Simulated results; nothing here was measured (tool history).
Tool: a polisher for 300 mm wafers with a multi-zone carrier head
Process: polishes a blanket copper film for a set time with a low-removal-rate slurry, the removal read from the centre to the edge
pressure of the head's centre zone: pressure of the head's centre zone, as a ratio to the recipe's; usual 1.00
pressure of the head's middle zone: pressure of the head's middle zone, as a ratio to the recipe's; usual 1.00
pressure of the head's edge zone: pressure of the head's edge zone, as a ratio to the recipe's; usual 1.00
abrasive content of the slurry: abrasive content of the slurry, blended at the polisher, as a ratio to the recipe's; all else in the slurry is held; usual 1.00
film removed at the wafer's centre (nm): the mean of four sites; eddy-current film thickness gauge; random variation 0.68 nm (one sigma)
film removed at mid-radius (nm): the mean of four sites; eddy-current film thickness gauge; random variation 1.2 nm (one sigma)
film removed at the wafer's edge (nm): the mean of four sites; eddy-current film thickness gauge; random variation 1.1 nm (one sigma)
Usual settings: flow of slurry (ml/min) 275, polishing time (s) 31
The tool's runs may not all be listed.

run     day  flow of slurry (ml/min)  pressure of the head's centre zone  pressure of the head's middle zone  pressure of the head's edge zone  abrasive content of the slurry  polishing time (s)  incoming thickness of the incoming film, nm  film removed at the wafer's centre (nm)  film removed at mid-radius (nm)  film removed at the wafer's edge (nm)
  1   0.000                      275                                1.00                                1.00                              1.00                            1.00                  31                                        630.8                                     82.0                             88.4                                   88.6
  2   0.721                      275                                1.00                                1.00                              1.00                            1.00                  36                                        643.7                                     95.3                            101.2                                  103.0
      0.875  -- slurry nozzle cleaned
  3   1.408                      240                                1.00                                1.00                              1.00                            1.10                  31                                        625.9                                     86.9                             89.7                                   91.1
  4   1.800                      275                                1.00                                0.91                              1.00                            0.75                  31                                        627.8                                     81.3                             79.4                                   86.6
  5   2.358                      350                                1.00                                1.00                              1.00                            1.00                  31                                        617.6                                     88.3                             96.1                                   93.8
  6   2.838                      275                                1.00                                1.00                              1.00                            1.00                  31                                        628.2                                     85.3                             91.1                                   92.6
      3.188  -- centre zone pressure recalibrated
  7   3.342                      275                                1.00                                1.00                              1.00                            1.00                  31                                        625.6                                     93.3                             92.4                                   91.9
      4.788  -- worn pad replaced by a new one
  8   4.850                      275                                1.00                                1.00                              1.04                            1.00                  38                                        640.6                                    113.8                            109.9                                  113.4
  9   5.538                      205                                1.00                                1.00                              1.00                            1.00                  20                                        618.7                                     57.1                             55.8                                   57.1
 10   6.208                      275                                1.00                                1.00                              1.00                            0.80                  37                                        624.7                                    106.2                            101.1                                  105.8
 11   6.583                      275                                1.00                                1.00                              1.00                            1.00                  26                                        632.9                                     77.6                             76.9                                   76.1
 12   6.854                      275                                1.00                                0.93                              0.92                            1.00                  31                                        636.6                                     91.4                             84.9                                   88.8
 13   7.571                      275                                1.11                                1.00                              1.11                            1.25                  40                                        629.5                                    138.5                            120.6                                  126.6
 14   8.262                      275                                1.00                                1.07                              1.07                            0.75                  31                                        630.9                                     85.7                             89.7                                   88.1
 15   8.933                      275                                1.00                                1.00                              1.00                            1.00                  20                                        622.8                                     58.2                             59.5                                   57.7
 16   9.192                      275                                1.00                                1.00                              1.00                            1.00                  36                                        632.0                                    106.0                            106.8                                  104.8
 17   9.758                      275                                0.95                                1.00                              1.00                            1.00                  31                                        628.3                                     86.9                             91.4                                   89.1
 18  10.012                      275                                1.11                                1.00                              1.00                            0.75                  35                                        619.2                                    107.1                             95.4                                   96.3
     10.350  -- worn pad replaced by a new one
 19  10.371                      275                                1.00                                1.00                              1.00                            1.00                  31                                        636.1                                     91.0                             89.8                                   88.5
 20  10.592                      275                                1.00                                1.00                              1.09                            1.00                  21                                        629.1                                     62.1                             60.6                                   64.4
 21  11.092                      275                                0.89                                1.00                              1.00                            1.00                  25                                        621.7                                     65.2                             71.9                                   73.9
 22  11.662                      355                                1.00                                1.00                              1.00                            0.90                  31                                        641.4                                     92.5                             91.0                                   89.4

4 ways to go on from here, each from the tool as it stands after run 22. What would each give?
  A  11.679                      275                                1.00                                1.00                              1.00                            1.00                  31                                        644.4                                        ?                                ?                                      ?
  B  11.679                      305                                1.00                                1.00                              1.12                            1.20                  37                                        644.4                                        ?                                ?                                      ?
  C  11.679                      245                                1.00                                1.00                              1.10                            1.00                  31                                        644.4                                        ?                                ?                                      ?
  D  11.679                      275                                0.97                                1.00                              1.00                            1.00                  31                                        644.4                                        ?                                ?                                      ?

run  film removed at the wafer's centre (nm)  film removed at mid-radius (nm)  film removed at the wafer's edge (nm)
  A                                     90.7                             89.5                                   88.7
  B                                    113.7                            112.0                                  115.9
  C                                     89.0                             87.9                                   91.0
  D                                     88.0                             89.5                                   88.7
Without the tool's hidden state the same runs would have given:
run  film removed at the wafer's centre (nm)  film removed at mid-radius (nm)  film removed at the wafer's edge (nm)
  A                                     92.9                             91.5                                   90.2
  B                                    116.2                            114.3                                  117.6
  C                                     91.4                             90.2                                   92.7
  D                                     90.1                             91.5                                   90.2

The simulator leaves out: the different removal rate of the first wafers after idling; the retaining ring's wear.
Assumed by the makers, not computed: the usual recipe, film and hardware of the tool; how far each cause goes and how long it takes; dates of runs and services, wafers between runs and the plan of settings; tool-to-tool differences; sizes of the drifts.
